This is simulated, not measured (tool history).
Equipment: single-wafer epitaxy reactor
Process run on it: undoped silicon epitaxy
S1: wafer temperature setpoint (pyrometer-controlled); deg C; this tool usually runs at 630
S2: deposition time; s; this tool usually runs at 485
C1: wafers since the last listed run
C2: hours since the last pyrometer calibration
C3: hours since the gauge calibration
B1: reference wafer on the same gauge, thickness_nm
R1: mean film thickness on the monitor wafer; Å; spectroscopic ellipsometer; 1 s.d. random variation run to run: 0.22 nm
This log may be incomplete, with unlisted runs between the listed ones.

run    hour   S1   S2   C1      C2      C3      B1      R1
  1       0  630  485    0   490.8    1236  68.144  576.43
  2    40.6  630  485   97   531.4  1276.6  68.074  575.82
  3   148.4  642  485  259   639.2  1384.4  68.056  772.04
  4   198.2  642  485  119     689  1434.2  67.983  777.15
  5   267.6  630  485  167   758.4  1503.6  67.973  576.62
  6   367.6  630  485  240   858.4  1603.6  68.005  573.17
  7     413  638  485  109   903.8    1649   68.03  697.24
  8   475.9  638  485  151   966.7  1711.9  68.078  699.17
      557.1  -- gauge calibrated
  9   576.6  642  442  242  1067.4    19.5  67.893  704.75
 10   626.6  642  442  120  1117.4    69.5  67.981  702.91
 11   713.7  642  442  209  1204.5   156.6  67.962  703.15
 12   752.1  642  524   92  1242.9     195   68.04   827.8
 13   804.4  617  485  125  1295.2   247.3  67.962  410.53
 14   884.3  643  535  192  1375.1   327.2  67.985  868.08
 15   940.1  640  485  134  1430.9     383  68.056  726.49
 16   982.1  630  485  101  1472.9     425  67.991   566.6
     1264.4  -- pyrometer calibrated
 17  1305.9  618  538  760    41.5   748.8  67.999   479.5
 18  1361.7  630  485  134    97.3   804.6  67.962  586.42
 19  1469.4  623  549  259     205   912.3  68.119  553.83
 20  1513.7  630  389  106   249.3   956.6  67.991  470.93
 21    1615  626  485  243   350.6  1057.9  68.005  529.32
 22  1717.1  640  485  245   452.7    1160  67.987  746.03

Branching from run 22: 4 alternative next runs. What would each branch give?
  A  1717.6  630  485   1  453.2  1160.5   ?   ?
  B  1717.6  635  418   1  453.2  1160.5   ?   ?
  C  1717.6  636  392   1  453.2  1160.5   ?   ?
  D  1717.6  630  453   1  453.2  1160.5   ?   ?

run     B1      R1
  A  67.92  583.09
  B  67.92  568.97
  C  67.92   546.9
  D  67.92  544.62
Stripped of hidden state, with their random variation kept, the same runs would have yielded:
run      R1
  A  584.14
  B  569.99
  C  547.88
  D   545.6
